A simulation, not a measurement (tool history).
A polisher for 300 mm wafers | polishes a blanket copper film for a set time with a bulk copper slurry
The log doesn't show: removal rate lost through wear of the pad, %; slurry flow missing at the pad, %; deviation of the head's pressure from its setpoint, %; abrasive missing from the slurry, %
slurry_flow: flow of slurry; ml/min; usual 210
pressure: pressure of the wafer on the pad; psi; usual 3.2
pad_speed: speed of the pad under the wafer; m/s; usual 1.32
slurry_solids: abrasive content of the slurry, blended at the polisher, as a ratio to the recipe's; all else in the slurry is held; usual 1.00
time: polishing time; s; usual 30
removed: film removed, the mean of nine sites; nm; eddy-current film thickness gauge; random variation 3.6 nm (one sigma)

run    hour  slurry_flow  pressure  pad_speed  slurry_solids  time  wafers since the last listed run  wafers polished on this pad  hours since the slurry nozzle was cleaned  hours since the head pressure was calibrated  hours since the slurry blender was calibrated  incoming thickness of the incoming film, nm  removed
  1     0.0          210       3.2       1.32           1.10    30                                 0                          167                                      414.0                                         162.0                                          235.4                                       3478.0    460.9
       16.1  -- slurry blender recalibrated
  2    58.8          210       3.2       1.32           1.10    30                               666                          834                                      472.8                                         220.8                                           42.7                                       3533.8    502.5
  3   144.5          210       3.2       1.32           1.10    30                              1006                         1840                                      558.5                                         306.5                                          128.4                                       3583.7    486.8
      198.0  -- worn pad replaced by a new one
  4   203.9          210       3.2       1.32           1.00    30                               650                           68                                      617.9                                         365.9                                          187.8                                       3529.9    464.6
      226.4  -- slurry blender recalibrated
      243.8  -- slurry nozzle cleaned
  5   245.1          210       3.2       1.32           1.00    30                               448                          517                                        1.3                                         407.1                                           18.7                                       3599.0    482.0
  6   281.9          210       3.2       1.32           1.00    30                               432                          949                                       38.1                                         443.9                                           55.5                                       3510.6    491.7
  7   345.9          210       3.2       1.32           1.00    30                               751                         1700                                      102.1                                         507.9                                          119.5                                       3557.3    483.5
      422.6  -- slurry blender recalibrated
      426.8  -- worn pad replaced by a new one
  8   427.3          185       3.5       1.50           1.00    30                               885                            5                                      183.5                                         589.3                                            4.7                                       3505.3    593.5
      455.9  -- head pressure recalibrated
  9   523.0          185       3.2       1.32           0.70    30                              1100                         1106                                      279.2                                          67.1                                          100.4                                       3466.0    430.0
      629.7  -- slurry blender recalibrated
      641.0  -- worn pad replaced by a new one
 10   834.7          210       4.1       1.32           1.00    30                              3589                         2274                                      590.9                                         378.8                                          205.0                                       3551.4    589.7
      836.3  -- slurry nozzle cleaned
      871.7  -- slurry blender recalibrated
      886.7  -- worn pad replaced by a new one
 11   898.7          230       3.2       1.70           0.85    34                               669                          140                                       62.4                                         442.8                                           27.0                                       3504.6    683.2
 12   970.7          210       3.5       1.32           1.00    30                               845                          985                                      134.4                                         514.8                                           99.0                                       3583.5    515.6
 13  1007.6          210       3.2       1.32           1.00    30                               433                         1419                                      171.3                                         551.7                                          135.9                                       3495.2    477.5
     1109.0  -- slurry blender recalibrated
 14  1111.7          210       3.2       1.32           1.00    30                              1198                         2617                                      275.4                                         655.8                                            2.7                                       3526.8    489.7

Forecast each of these 5 alternatives for the next run:
  A  1112.1          210       3.2       1.32           1.00    30                                 4                         2622                                      275.8                                         656.2                                            3.1                                       3483.8        ?
  B  1112.1          210       4.2       1.50           0.90    26                                 4                         2622                                      275.8                                         656.2                                            3.1                                       3483.8        ?
  C  1112.1          250       3.2       1.32           1.10    21                                 4                         2622                                      275.8                                         656.2                                            3.1                                       3483.8        ?
  D  1112.1          210       2.1       1.32           1.00    30                                 4                         2622                                      275.8                                         656.2                                            3.1                                       3483.8        ?
  E  1112.1          280       2.2       1.32           0.80    34                                 4                         2622                                      275.8                                         656.2                                            3.1                                       3483.8        ?

run  removed
  A    487.4
  B    613.7
  C    356.5
  D    319.8
  E    370.9
Without the tool's hidden state the same runs would have given:
run  removed
  A    487.4
  B    613.7
  C    356.5
  D    319.8
  E    370.9

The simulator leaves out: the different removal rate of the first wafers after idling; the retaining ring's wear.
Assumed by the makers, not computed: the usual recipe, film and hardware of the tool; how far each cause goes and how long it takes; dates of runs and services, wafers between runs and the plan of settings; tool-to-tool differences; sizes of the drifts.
